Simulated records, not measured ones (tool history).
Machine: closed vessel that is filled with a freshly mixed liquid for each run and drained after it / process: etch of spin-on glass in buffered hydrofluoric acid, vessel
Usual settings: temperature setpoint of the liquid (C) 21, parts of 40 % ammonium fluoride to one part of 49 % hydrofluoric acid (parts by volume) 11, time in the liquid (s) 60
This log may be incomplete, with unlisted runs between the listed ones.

run,hour,temperature setpoint of the liquid (C),parts of 40 % ammonium fluoride to one part of 49 % hydrofluoric acid (parts by volume),time in the liquid (s),wafers since the last listed run,hours since the thermometer was replaced,hours since the hydrofluoric acid flow meter was replaced,hours since the gauge calibration,"read-back film thickness of the spin-on glass reference wafer, read on the same gauge (nm)",thickness taken off the spin-on glass on a monitor wafer (Å)
1,0,21,11,60,0,558,1742.3,462.9,100,1357.6
2,28.9,21,11,60,3321,586.9,1771.2,491.8,99.99,1341.9
3,58,21,11,60,3344,616,1800.3,520.9,100,1343.3
4,85.4,21,11,60,3148,643.4,1827.7,548.3,100.01,1355.1
5,101.2,21,11,60,1815,659.2,1843.5,564.1,100.01,1373.1
6,121.1,21,11,60,2287,679.1,1863.4,584,99.97,1370.7
7,156.2,21,11,60,4033,714.2,1898.5,619.1,100.01,1363.8
8,182.9,21,11,60,3068,740.9,1925.2,645.8,99.96,1388.2
9,195.1,21,11,60,1402,753.1,1937.4,658,99.99,1369
10,218.6,21,11,60,2700,776.6,1960.9,681.5,99.96,1359.1
11,237.6,21,11,60,2183,795.6,1979.9,700.5,99.99,1359
12,250.3,19.5,9.5,45,1459,808.3,1992.6,713.2,99.96,1071.8
13,271.5,24,9.5,60,2436,829.5,2013.8,734.4,100,1837.4
# hour 279.6: thermometer replaced
14,291.4,25.5,11,60,2172,11.8,2033.7,754.3,100,1771.1
15,321.4,21,11,60,3447,41.8,2063.7,784.3,100.01,1380.9
# hour 322.7: hydrofluoric acid flow meter replaced
16,337,21,11,60,1677,57.4,14.3,799.9,100.01,1270.7
17,354.4,24,11,80,1999,74.8,31.7,817.3,100.01,1999.8
18,374.1,21,11,75,2264,94.5,51.4,837,100.02,1585.7
19,405.6,17,9,35,3620,126,82.9,868.5,100,690.6
20,425.5,25,8,70,2287,145.9,102.8,888.4,100.02,2414.7
# hour 440.4: gauge calibrated
21,444.1,24.5,9.5,60,2137,164.5,121.4,3.7,100.01,1724.2
22,463.9,21,11,40,2275,184.3,141.2,23.5,99.96,844.4
23,495.3,17,14,80,3608,215.7,172.6,54.9,99.98,1059.8
24,531.2,21,11,30,4125,251.6,208.5,90.8,100.01,641.7
25,547.2,24,11,60,1838,267.6,224.5,106.8,100.05,1495.4
26,561.6,21,11,35,1654,282,238.9,121.2,100.04,740.6
27,577.5,21,11,60,1827,297.9,254.8,137.1,100.04,1277.2
28,607.2,21,11,60,3413,327.6,284.5,166.8,99.98,1261.2
29,635.4,21,14.5,40,3240,355.8,312.7,195,100.03,643.4
30,665.4,21,11,60,3447,385.8,342.7,225,99.96,1271.3
31,699.9,25,8.5,85,3964,420.3,377.2,259.5,100.04,2872.3
32,717.3,23,13,60,1999,437.7,394.6,276.9,100.02,1213

Here are 5 independent what-if runs from the current tool condition. What would each one return?
A,718,21,11,60,80,438.4,395.3,277.6,?,?
B,718,21,13.5,60,80,438.4,395.3,277.6,?,?
C,718,25,7.5,30,80,438.4,395.3,277.6,?,?
D,718,25,11,60,80,438.4,395.3,277.6,?,?
E,718,17,9.5,50,80,438.4,395.3,277.6,?,?

run,"read-back film thickness of the spin-on glass reference wafer, read on the same gauge (nm)",thickness taken off the spin-on glass on a monitor wafer (Å)
A,100,1290.5
B,100,1056.4
C,100,1152.1
D,100,1607.4
E,100,961.7
The same runs, with their run-to-run variation unchanged, on a tool lacking any hidden condition would have given:
run,thickness taken off the spin-on glass on a monitor wafer (Å)
A,1249
B,1022.2
C,1111.1
D,1555.7
E,941.5
